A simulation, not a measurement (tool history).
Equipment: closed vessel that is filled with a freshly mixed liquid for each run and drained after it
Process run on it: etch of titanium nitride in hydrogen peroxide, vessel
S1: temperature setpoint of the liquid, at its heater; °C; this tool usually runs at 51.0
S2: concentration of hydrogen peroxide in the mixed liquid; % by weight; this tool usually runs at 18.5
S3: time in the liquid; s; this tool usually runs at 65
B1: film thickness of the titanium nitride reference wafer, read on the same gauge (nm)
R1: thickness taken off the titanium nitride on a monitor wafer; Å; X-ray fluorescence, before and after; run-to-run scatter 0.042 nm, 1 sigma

| run | hour | S1 | S2 | S3 | B1 | R1 |
|---|---|---|---|---|---|---|
| 1 | 0.0 | 51.0 | 14.5 | 65 | 130.027 | 46.05 |
| 2 | 25.1 | 51.0 | 14.5 | 65 | 130.074 | 46.22 |
| 3 | 61.9 | 48.5 | 18.5 | 65 | 129.926 | 40.87 |
| 4 | 96.6 | 48.5 | 18.5 | 65 | 129.995 | 39.91 |
| 5 | 140.7 | 48.5 | 18.5 | 65 | 130.001 | 40.21 |
|  | 153.1 | thermometer replaced |
| 6 | 209.8 | 51.0 | 18.5 | 65 | 130.033 | 45.22 |
| 7 | 243.9 | 51.0 | 18.5 | 65 | 129.999 | 45.91 |
| 8 | 285.4 | 51.0 | 18.5 | 65 | 130.036 | 46.34 |
| 9 | 321.5 | 51.0 | 16.0 | 50 | 129.956 | 33.32 |
| 10 | 358.3 | 48.5 | 16.5 | 30 | 130.035 | 17.03 |
|  | 426.1 | gauge calibrated |
| 11 | 428.6 | 58.5 | 20.0 | 65 | 130.014 | 78.69 |
| 12 | 468.3 | 51.0 | 13.0 | 65 | 130.020 | 42.49 |
| 13 | 507.8 | 59.5 | 23.5 | 100 | 130.009 | 132.44 |
| 14 | 576.5 | 41.5 | 13.5 | 30 | 129.966 | 9.75 |
|  | 601.8 | new drum of peroxide connected |
| 15 | 605.2 | 51.0 | 18.5 | 40 | 129.981 | 27.97 |
|  | 613.1 | peroxide flow meter replaced |
| 16 | 674.9 | 51.0 | 18.5 | 80 | 130.013 | 56.22 |
| 17 | 704.2 | 51.0 | 18.5 | 65 | 129.972 | 46.72 |
| 18 | 760.8 | 41.5 | 18.5 | 50 | 129.993 | 17.33 |
| 19 | 811.5 | 55.5 | 14.0 | 30 | 130.023 | 27.58 |
| 20 | 861.3 | 45.0 | 17.0 | 55 | 130.008 | 24.94 |

What will run 21 give?
| 21 | 946.0 | 60.5 | 18.5 | 30 | ? | ? |

{"run 21": {"B1": 129.985, "R1": 41.5}}
Minus the tool's unlogged condition, the same run would have read R1 40.25 Å.
